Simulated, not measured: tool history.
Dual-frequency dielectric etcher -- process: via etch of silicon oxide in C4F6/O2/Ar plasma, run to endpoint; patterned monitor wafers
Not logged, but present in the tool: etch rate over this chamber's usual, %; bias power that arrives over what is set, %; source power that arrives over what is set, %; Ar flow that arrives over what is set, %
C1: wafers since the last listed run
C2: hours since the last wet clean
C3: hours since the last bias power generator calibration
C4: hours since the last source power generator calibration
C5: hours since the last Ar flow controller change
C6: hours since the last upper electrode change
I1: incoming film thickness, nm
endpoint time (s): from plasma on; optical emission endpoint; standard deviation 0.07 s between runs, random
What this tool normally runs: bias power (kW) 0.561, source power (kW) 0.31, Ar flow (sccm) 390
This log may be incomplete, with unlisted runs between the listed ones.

run 1 hour=0 | bias_power_(kW)=0.561 source_power_(kW)=0.31 Ar_flow_(sccm)=390 | C1=0 C2=64.1 C3=2216.7 C4=3626.8 C5=2274.6 C6=2383.6 | I1=97.1 | endpoint_time_(s)=23.4
run 2 hour=12.6 | bias_power_(kW)=0.561 source_power_(kW)=0.31 Ar_flow_(sccm)=390 | C1=254 C2=76.7 C3=2229.3 C4=3639.4 C5=2287.2 C6=2396.2 | I1=97.1 | endpoint_time_(s)=23.6
run 3 hour=33.2 | bias_power_(kW)=0.561 source_power_(kW)=0.31 Ar_flow_(sccm)=390 | C1=415 C2=97.3 C3=2249.9 C4=3660 C5=2307.8 C6=2416.8 | I1=97.7 | endpoint_time_(s)=23.6
run 4 hour=66.7 | bias_power_(kW)=0.561 source_power_(kW)=0.31 Ar_flow_(sccm)=425 | C1=676 C2=130.8 C3=2283.4 C4=3693.5 C5=2341.3 C6=2450.3 | I1=97.2 | endpoint_time_(s)=23.8
run 5 hour=101.2 | bias_power_(kW)=0.561 source_power_(kW)=0.31 Ar_flow_(sccm)=390 | C1=696 C2=165.3 C3=2317.9 C4=3728 C5=2375.8 C6=2484.8 | I1=99 | endpoint_time_(s)=24.1
run 6 hour=127.1 | bias_power_(kW)=0.561 source_power_(kW)=0.31 Ar_flow_(sccm)=390 | C1=522 C2=191.2 C3=2343.8 C4=3753.9 C5=2401.7 C6=2510.7 | I1=97.6 | endpoint_time_(s)=23.8
run 7 hour=158.1 | bias_power_(kW)=0.561 source_power_(kW)=0.31 Ar_flow_(sccm)=390 | C1=625 C2=222.2 C3=2374.8 C4=3784.9 C5=2432.7 C6=2541.7 | I1=97.3 | endpoint_time_(s)=23.9
run 8 hour=181.3 | bias_power_(kW)=0.52 source_power_(kW)=0.26 Ar_flow_(sccm)=390 | C1=468 C2=245.4 C3=2398 C4=3808.1 C5=2455.9 C6=2564.9 | I1=97.1 | endpoint_time_(s)=25.8
run 9 hour=284.5 | bias_power_(kW)=0.52 source_power_(kW)=0.26 Ar_flow_(sccm)=390 | C1=2082 C2=348.6 C3=2501.2 C4=3911.3 C5=2559.1 C6=2668.1 | I1=97.7 | endpoint_time_(s)=26.2
run 10 hour=310.3 | bias_power_(kW)=0.561 source_power_(kW)=0.31 Ar_flow_(sccm)=390 | C1=520 C2=374.4 C3=2527 C4=3937.1 C5=2584.9 C6=2693.9 | I1=97 | endpoint_time_(s)=24.1
-- hour=350.5 wet clean of the chamber
run 11 hour=351 | bias_power_(kW)=0.561 source_power_(kW)=0.31 Ar_flow_(sccm)=390 | C1=337 C2=0.5 C3=2567.7 C4=3977.8 C5=2625.6 C6=2734.6 | I1=98.7 | endpoint_time_(s)=23.6
run 12 hour=363 | bias_power_(kW)=0.561 source_power_(kW)=0.25 Ar_flow_(sccm)=390 | C1=242 C2=12.5 C3=2579.7 C4=3989.8 C5=2637.6 C6=2746.6 | I1=97.6 | endpoint_time_(s)=24.6
run 13 hour=403.8 | bias_power_(kW)=0.561 source_power_(kW)=0.25 Ar_flow_(sccm)=390 | C1=823 C2=53.3 C3=2620.5 C4=4030.6 C5=2678.4 C6=2787.4 | I1=97 | endpoint_time_(s)=24.5
run 14 hour=418.2 | bias_power_(kW)=0.561 source_power_(kW)=0.31 Ar_flow_(sccm)=390 | C1=290 C2=67.7 C3=2634.9 C4=4045 C5=2692.8 C6=2801.8 | I1=98.2 | endpoint_time_(s)=23.6
run 15 hour=445.7 | bias_power_(kW)=0.678 source_power_(kW)=0.38 Ar_flow_(sccm)=318 | C1=554 C2=95.2 C3=2662.4 C4=4072.5 C5=2720.3 C6=2829.3 | I1=98.2 | endpoint_time_(s)=20.3
-- hour=475.7 bias power generator calibrated
-- hour=484.4 upper electrode replaced
run 16 hour=484.9 | bias_power_(kW)=0.561 source_power_(kW)=0.31 Ar_flow_(sccm)=390 | C1=535 C2=134.4 C3=9.2 C4=4111.7 C5=2759.5 C6=0.5 | I1=97.3 | endpoint_time_(s)=23.5
-- hour=491.5 Ar flow controller replaced
run 17 hour=492 | bias_power_(kW)=0.561 source_power_(kW)=0.27 Ar_flow_(sccm)=465 | C1=22 C2=141.5 C3=16.3 C4=4118.8 C5=0.5 C6=7.6 | I1=98.4 | endpoint_time_(s)=24.9
run 18 hour=514.6 | bias_power_(kW)=0.561 source_power_(kW)=0.31 Ar_flow_(sccm)=390 | C1=456 C2=164.1 C3=38.9 C4=4141.4 C5=23.1 C6=30.2 | I1=97.3 | endpoint_time_(s)=23.5
run 19 hour=527 | bias_power_(kW)=0.608 source_power_(kW)=0.28 Ar_flow_(sccm)=315 | C1=250 C2=176.5 C3=51.3 C4=4153.8 C5=35.5 C6=42.6 | I1=97.6 | endpoint_time_(s)=22.9
run 20 hour=547.9 | bias_power_(kW)=0.561 source_power_(kW)=0.29 Ar_flow_(sccm)=425 | C1=421 C2=197.4 C3=72.2 C4=4174.7 C5=56.4 C6=63.5 | I1=97.4 | endpoint_time_(s)=24.2
run 21 hour=574.8 | bias_power_(kW)=0.644 source_power_(kW)=0.33 Ar_flow_(sccm)=343 | C1=542 C2=224.3 C3=99.1 C4=4201.6 C5=83.3 C6=90.4 | I1=98.5 | endpoint_time_(s)=22
-- hour=581.7 source power generator calibrated
run 22 hour=587 | bias_power_(kW)=0.476 source_power_(kW)=0.31 Ar_flow_(sccm)=390 | C1=165 C2=236.5 C3=111.3 C4=5.3 C5=95.5 C6=102.6 | I1=98.3 | endpoint_time_(s)=25.9
run 23 hour=615.4 | bias_power_(kW)=0.624 source_power_(kW)=0.38 Ar_flow_(sccm)=352 | C1=573 C2=264.9 C3=139.7 C4=33.7 C5=123.9 C6=131 | I1=97.7 | endpoint_time_(s)=21.6
run 24 hour=647 | bias_power_(kW)=0.507 source_power_(kW)=0.31 Ar_flow_(sccm)=345 | C1=637 C2=296.5 C3=171.3 C4=65.3 C5=155.5 C6=162.6 | I1=97.5 | endpoint_time_(s)=24.8
run 25 hour=661 | bias_power_(kW)=0.498 source_power_(kW)=0.31 Ar_flow_(sccm)=424 | C1=282 C2=310.5 C3=185.3 C4=79.3 C5=169.5 C6=176.6 | I1=98.4 | endpoint_time_(s)=25.6
run 26 hour=684.9 | bias_power_(kW)=0.437 source_power_(kW)=0.37 Ar_flow_(sccm)=309 | C1=482 C2=334.4 C3=209.2 C4=103.2 C5=193.4 C6=200.5 | I1=98 | endpoint_time_(s)=25.6
run 27 hour=720.9 | bias_power_(kW)=0.616 source_power_(kW)=0.36 Ar_flow_(sccm)=354 | C1=726 C2=370.4 C3=245.2 C4=139.2 C5=229.4 C6=236.5 | I1=97.7 | endpoint_time_(s)=22.1
-- hour=751 wet clean of the chamber
run 28 hour=751.5 | bias_power_(kW)=0.654 source_power_(kW)=0.31 Ar_flow_(sccm)=347 | C1=133 C2=0.5 C3=275.8 C4=169.8 C5=260 C6=267.1 | I1=98.8 | endpoint_time_(s)=21.8
run 29 hour=759.2 | bias_power_(kW)=0.561 source_power_(kW)=0.31 Ar_flow_(sccm)=390 | C1=155 C2=8.2 C3=283.5 C4=177.5 C5=267.7 C6=274.8 | I1=97.1 | endpoint_time_(s)=23.3

How would selected steps in endpoint time (s) from run to run divide? Give the signed amount a tool lacking its hidden state would still show from settings, what came in and random variation, and the signed amount left for the hidden state, including any gauge scatter that is not in both of the compared results.
Run 10 -> 11: wet clean of the chamber. endpoint time (s) -0.5: hidden state -0.9, all else +0.4.
Run 21 -> 22: bias power (kW) 0.644 -> 0.476, source power (kW) 0.33 -> 0.31, Ar flow (sccm) 343 -> 390, source power generator calibrated. endpoint time (s) +3.9: hidden state +0.1, all else +3.8.
Run 22 -> 23: bias power (kW) 0.476 -> 0.624, source power (kW) 0.31 -> 0.38, Ar flow (sccm) 390 -> 352. endpoint time (s) -4.3: hidden state +0, all else -4.3.
Run 27 -> 28: bias power (kW) 0.616 -> 0.654, source power (kW) 0.36 -> 0.31, Ar flow (sccm) 354 -> 347, wet clean of the chamber. endpoint time (s) -0.3: hidden state -0.7, all else +0.4.
